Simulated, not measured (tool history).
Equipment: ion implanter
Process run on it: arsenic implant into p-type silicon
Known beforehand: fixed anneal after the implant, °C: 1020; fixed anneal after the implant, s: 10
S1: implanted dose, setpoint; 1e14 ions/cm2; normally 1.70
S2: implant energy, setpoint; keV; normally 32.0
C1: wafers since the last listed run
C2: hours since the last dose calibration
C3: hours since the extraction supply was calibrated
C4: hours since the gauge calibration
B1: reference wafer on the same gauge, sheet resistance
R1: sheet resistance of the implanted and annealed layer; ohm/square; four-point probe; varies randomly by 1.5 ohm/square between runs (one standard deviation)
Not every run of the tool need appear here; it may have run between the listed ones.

run 1 hour=0.0 | S1=1.70 S2=32.0 | C1=0 C2=223.2 C3=5773.9 C4=628.3 | B1=386.18 | R1=438.89
run 2 hour=49.0 | S1=1.70 S2=32.0 | C1=1137 C2=272.2 C3=5822.9 C4=677.3 | B1=386.35 | R1=440.17
run 3 hour=77.6 | S1=1.70 S2=32.0 | C1=664 C2=300.8 C3=5851.5 C4=705.9 | B1=385.95 | R1=440.77
run 4 hour=122.3 | S1=1.70 S2=32.0 | C1=1038 C2=345.5 C3=5896.2 C4=750.6 | B1=386.08 | R1=436.75
run 5 hour=149.9 | S1=1.70 S2=32.0 | C1=640 C2=373.1 C3=5923.8 C4=778.2 | B1=385.66 | R1=439.53
run 6 hour=198.3 | S1=1.88 S2=32.0 | C1=1123 C2=421.5 C3=5972.2 C4=826.6 | B1=385.95 | R1=411.25
run 7 hour=268.1 | S1=1.88 S2=32.0 | C1=1620 C2=491.3 C3=6042.0 C4=896.4 | B1=385.70 | R1=408.06
run 8 hour=313.8 | S1=1.88 S2=32.0 | C1=1061 C2=537.0 C3=6087.7 C4=942.1 | B1=386.04 | R1=409.91
run 9 hour=363.1 | S1=1.70 S2=25.0 | C1=1144 C2=586.3 C3=6137.0 C4=991.4 | B1=385.85 | R1=455.10
-- hour=373.0 extraction supply calibrated
run 10 hour=425.2 | S1=1.70 S2=25.0 | C1=1256 C2=648.4 C3=52.2 C4=1053.5 | B1=386.51 | R1=452.97
run 11 hour=453.5 | S1=1.70 S2=32.0 | C1=657 C2=676.7 C3=80.5 C4=1081.8 | B1=386.02 | R1=442.51
run 12 hour=488.0 | S1=1.70 S2=32.0 | C1=801 C2=711.2 C3=115.0 C4=1116.3 | B1=385.90 | R1=438.03
run 13 hour=540.9 | S1=1.70 S2=32.0 | C1=1228 C2=764.1 C3=167.9 C4=1169.2 | B1=385.42 | R1=436.19
run 14 hour=575.8 | S1=1.47 S2=22.5 | C1=810 C2=799.0 C3=202.8 C4=1204.1 | B1=386.13 | R1=514.22
run 15 hour=602.8 | S1=1.21 S2=40.0 | C1=626 C2=826.0 C3=229.8 C4=1231.1 | B1=385.95 | R1=536.12
run 16 hour=669.3 | S1=1.96 S2=41.5 | C1=1544 C2=892.5 C3=296.3 C4=1297.6 | B1=386.33 | R1=381.82
run 17 hour=700.1 | S1=1.70 S2=32.0 | C1=715 C2=923.3 C3=327.1 C4=1328.4 | B1=386.00 | R1=440.31
-- hour=742.1 gauge calibrated
run 18 hour=747.1 | S1=1.70 S2=32.0 | C1=1091 C2=970.3 C3=374.1 C4=5.0 | B1=386.11 | R1=438.75
run 19 hour=784.8 | S1=1.92 S2=32.0 | C1=875 C2=1008.0 C3=411.8 C4=42.7 | B1=385.80 | R1=400.00
-- hour=800.9 Faraday cup replaced and dose calibrated
run 20 hour=832.7 | S1=1.70 S2=24.5 | C1=926 C2=31.8 C3=459.7 C4=90.6 | B1=385.82 | R1=457.19
run 21 hour=892.1 | S1=2.13 S2=22.0 | C1=1379 C2=91.2 C3=519.1 C4=150.0 | B1=385.95 | R1=392.45
run 22 hour=933.0 | S1=1.29 S2=26.0 | C1=949 C2=132.1 C3=560.0 C4=190.9 | B1=385.81 | R1=551.45
run 23 hour=977.4 | S1=2.18 S2=23.0 | C1=1031 C2=176.5 C3=604.4 C4=235.3 | B1=385.74 | R1=383.34
run 24 hour=1032.1 | S1=1.70 S2=32.0 | C1=1270 C2=231.2 C3=659.1 C4=290.0 | B1=386.10 | R1=437.78
run 25 hour=1068.3 | S1=1.70 S2=32.0 | C1=840 C2=267.4 C3=695.3 C4=326.2 | B1=385.97 | R1=436.61
run 26 hour=1125.6 | S1=1.70 S2=28.0 | C1=1330 C2=324.7 C3=752.6 C4=383.5 | B1=386.25 | R1=451.83

5 options for the next run, each taken on its own from the tool as it stands now. Forecast them:
run A hour=1126.0 | S1=1.86 S2=32.0 | C1=9 C2=325.1 C3=753.0 C4=383.9 | B1=? | R1=?
run B hour=1126.0 | S1=1.39 S2=24.0 | C1=9 C2=325.1 C3=753.0 C4=383.9 | B1=? | R1=?
run C hour=1126.0 | S1=1.91 S2=25.5 | C1=9 C2=325.1 C3=753.0 C4=383.9 | B1=? | R1=?
run D hour=1126.0 | S1=2.04 S2=23.5 | C1=9 C2=325.1 C3=753.0 C4=383.9 | B1=? | R1=?
run E hour=1126.0 | S1=1.55 S2=43.0 | C1=9 C2=325.1 C3=753.0 C4=383.9 | B1=? | R1=?

run=A B1=385.92 R1=412.22
run=B B1=385.92 R1=532.36
run=C B1=385.92 R1=418.77
run=D B1=385.92 R1=403.81
run=E B1=385.92 R1=446.48
Without the tool's hidden state the same runs would have given:
run=A R1=412.22
run=B R1=532.36
run=C R1=418.77
run=D R1=403.81
run=E R1=446.48

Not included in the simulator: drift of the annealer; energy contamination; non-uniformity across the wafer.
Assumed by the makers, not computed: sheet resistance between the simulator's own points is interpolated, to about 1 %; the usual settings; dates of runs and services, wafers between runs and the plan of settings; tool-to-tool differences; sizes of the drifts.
